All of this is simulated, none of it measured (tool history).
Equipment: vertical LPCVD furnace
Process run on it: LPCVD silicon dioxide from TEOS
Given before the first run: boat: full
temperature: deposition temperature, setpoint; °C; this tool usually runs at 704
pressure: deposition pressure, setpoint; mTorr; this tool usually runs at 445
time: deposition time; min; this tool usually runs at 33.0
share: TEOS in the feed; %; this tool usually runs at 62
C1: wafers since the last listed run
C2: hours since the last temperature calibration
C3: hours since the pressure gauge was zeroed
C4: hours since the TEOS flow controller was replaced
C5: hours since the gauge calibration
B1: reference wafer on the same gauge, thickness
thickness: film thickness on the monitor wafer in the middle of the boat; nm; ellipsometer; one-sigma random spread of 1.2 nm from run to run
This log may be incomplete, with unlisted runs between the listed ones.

Run 1, hour 0.0: usual settings but pressure 360 mTorr; C1 0; C2 2958.6; C3 3253.3; C4 1808.4; C5 497.1; B1 276.03. Result: thickness 302.51 nm.
Run 2, hour 15.6: usual settings but pressure 360 mTorr; C1 200; C2 2974.2; C3 3268.9; C4 1824.0; C5 512.7; B1 276.00. Result: thickness 304.09 nm.
Run 3, hour 51.2: usual settings but pressure 360 mTorr; C1 457; C2 3009.8; C3 3304.5; C4 1859.6; C5 548.3; B1 275.87. Result: thickness 303.61 nm.
Run 4, hour 79.8: usual settings but share 72 %; C1 367; C2 3038.4; C3 3333.1; C4 1888.2; C5 576.9; B1 276.00. Result: thickness 362.77 nm.
At hour 101.2: gauge calibrated.
Run 5, hour 102.4: usual settings; C1 290; C2 3061.0; C3 3355.7; C4 1910.8; C5 1.2; B1 276.27. Result: thickness 336.91 nm.
Run 6, hour 122.3: usual settings but pressure 470 mTorr; C1 255; C2 3080.9; C3 3375.6; C4 1930.7; C5 21.1; B1 275.85. Result: thickness 345.32 nm.
Run 7, hour 152.8: usual settings but pressure 470 mTorr; C1 391; C2 3111.4; C3 3406.1; C4 1961.2; C5 51.6; B1 275.95. Result: thickness 348.10 nm.
Run 8, hour 226.9: usual settings; C1 952; C2 3185.5; C3 3480.2; C4 2035.3; C5 125.7; B1 276.07. Result: thickness 340.81 nm.
Run 9, hour 333.5: usual settings but time 37.5 min, share 58 %; C1 1369; C2 3292.1; C3 3586.8; C4 2141.9; C5 232.3; B1 276.12. Result: thickness 375.51 nm.
Run 10, hour 352.6: usual settings but temperature 696 °C; C1 245; C2 3311.2; C3 3605.9; C4 2161.0; C5 251.4; B1 276.08. Result: thickness 283.30 nm.
Run 11, hour 381.7: usual settings but temperature 696 °C; C1 373; C2 3340.3; C3 3635.0; C4 2190.1; C5 280.5; B1 276.04. Result: thickness 284.07 nm.
At hour 407.6: pressure gauge zeroed.
Run 12, hour 412.6: usual settings but temperature 696 °C; C1 88; C2 3371.2; C3 5.0; C4 2221.0; C5 311.4; B1 276.08. Result: thickness 282.70 nm.
At hour 456.0: thermocouples replaced and temperature profile calibrated.
Run 13, hour 456.5: usual settings; C1 255; C2 0.5; C3 48.9; C4 2264.9; C5 355.3; B1 276.02. Result: thickness 322.95 nm.
Run 14, hour 461.7: usual settings; C1 66; C2 5.7; C3 54.1; C4 2270.1; C5 360.5; B1 276.02. Result: thickness 322.60 nm.
At hour 494.2: TEOS flow controller replaced.
Run 15, hour 494.7: usual settings; C1 115; C2 38.7; C3 87.1; C4 0.5; C5 393.5; B1 276.40. Result: thickness 320.51 nm.
Run 16, hour 499.9: usual settings but temperature 712 °C, pressure 520 mTorr, share 57 %; C1 66; C2 43.9; C3 92.3; C4 5.7; C5 398.7; B1 276.07. Result: thickness 400.31 nm.
Run 17, hour 512.3: usual settings but time 45.0 min, share 56 %; C1 159; C2 56.3; C3 104.7; C4 18.1; C5 411.1; B1 275.95. Result: thickness 418.90 nm.
Run 18, hour 532.3: usual settings but share 54 %; C1 256; C2 76.3; C3 124.7; C4 38.1; C5 431.1; B1 275.80. Result: thickness 301.07 nm.
Run 19, hour 548.6: usual settings but time 37.0 min, share 56 %; C1 209; C2 92.6; C3 141.0; C4 54.4; C5 447.4; B1 276.08. Result: thickness 339.83 nm.
Run 20, hour 565.7: usual settings; C1 219; C2 109.7; C3 158.1; C4 71.5; C5 464.5; B1 276.06. Result: thickness 320.33 nm.
Run 21, hour 583.6: usual settings but temperature 711 °C, pressure 350 mTorr, share 73 %; C1 229; C2 127.6; C3 176.0; C4 89.4; C5 482.4; B1 275.81. Result: thickness 364.67 nm.
Run 22, hour 606.3: usual settings but time 26.0 min; C1 291; C2 150.3; C3 198.7; C4 112.1; C5 505.1; B1 275.97. Result: thickness 253.51 nm.
Run 23, hour 624.6: usual settings but temperature 693 °C, time 27.0 min, share 74 %; C1 235; C2 168.6; C3 217.0; C4 130.4; C5 523.4; B1 275.85. Result: thickness 223.76 nm.
At hour 626.6: gauge calibrated.
Run 24, hour 644.9: usual settings but time 37.5 min, share 58 %; C1 260; C2 188.9; C3 237.3; C4 150.7; C5 18.3; B1 275.99. Result: thickness 356.82 nm.
Run 25, hour 673.6: usual settings; C1 368; C2 217.6; C3 266.0; C4 179.4; C5 47.0; B1 275.82. Result: thickness 320.83 nm.
Run 26, hour 692.7: usual settings but pressure 490 mTorr; C1 245; C2 236.7; C3 285.1; C4 198.5; C5 66.1; B1 276.21. Result: thickness 339.51 nm.
Run 27, hour 726.7: usual settings but temperature 701 °C; C1 436; C2 270.7; C3 319.1; C4 232.5; C5 100.1; B1 276.35. Result: thickness 300.45 nm.
Run 28, hour 751.7: usual settings but temperature 713 °C, pressure 350 mTorr, time 44.0 min, share 67 %; C1 321; C2 295.7; C3 344.1; C4 257.5; C5 125.1; B1 275.89. Result: thickness 487.06 nm.
Run 29, hour 767.1: usual settings; C1 197; C2 311.1; C3 359.5; C4 272.9; C5 140.5; B1 276.16. Result: thickness 320.82 nm.
Run 30, hour 792.7: usual settings but pressure 345 mTorr, share 51 %; C1 328; C2 336.7; C3 385.1; C4 298.5; C5 166.1; B1 276.19. Result: thickness 256.39 nm.

Alternative continuations, all from the tool just after run 30; predict every row:
Run A, hour 798.0: usual settings but temperature 713 °C; C1 68; C2 342.0; C3 390.4; C4 303.8; C5 171.4; B1 ?. Result: thickness ?.
Run B, hour 798.0: usual settings but temperature 708 °C; C1 68; C2 342.0; C3 390.4; C4 303.8; C5 171.4; B1 ?. Result: thickness ?.
Run C, hour 798.0: usual settings but pressure 335 mTorr, time 20.5 min; C1 68; C2 342.0; C3 390.4; C4 303.8; C5 171.4; B1 ?. Result: thickness ?.

run      B1  thickness
  A  275.72     395.23
  B  275.72     352.74
  C  275.72     173.45
Had the tool no hidden state, the same runs would have come out as:
run  thickness
  A     392.37
  B     350.17
  C     172.17
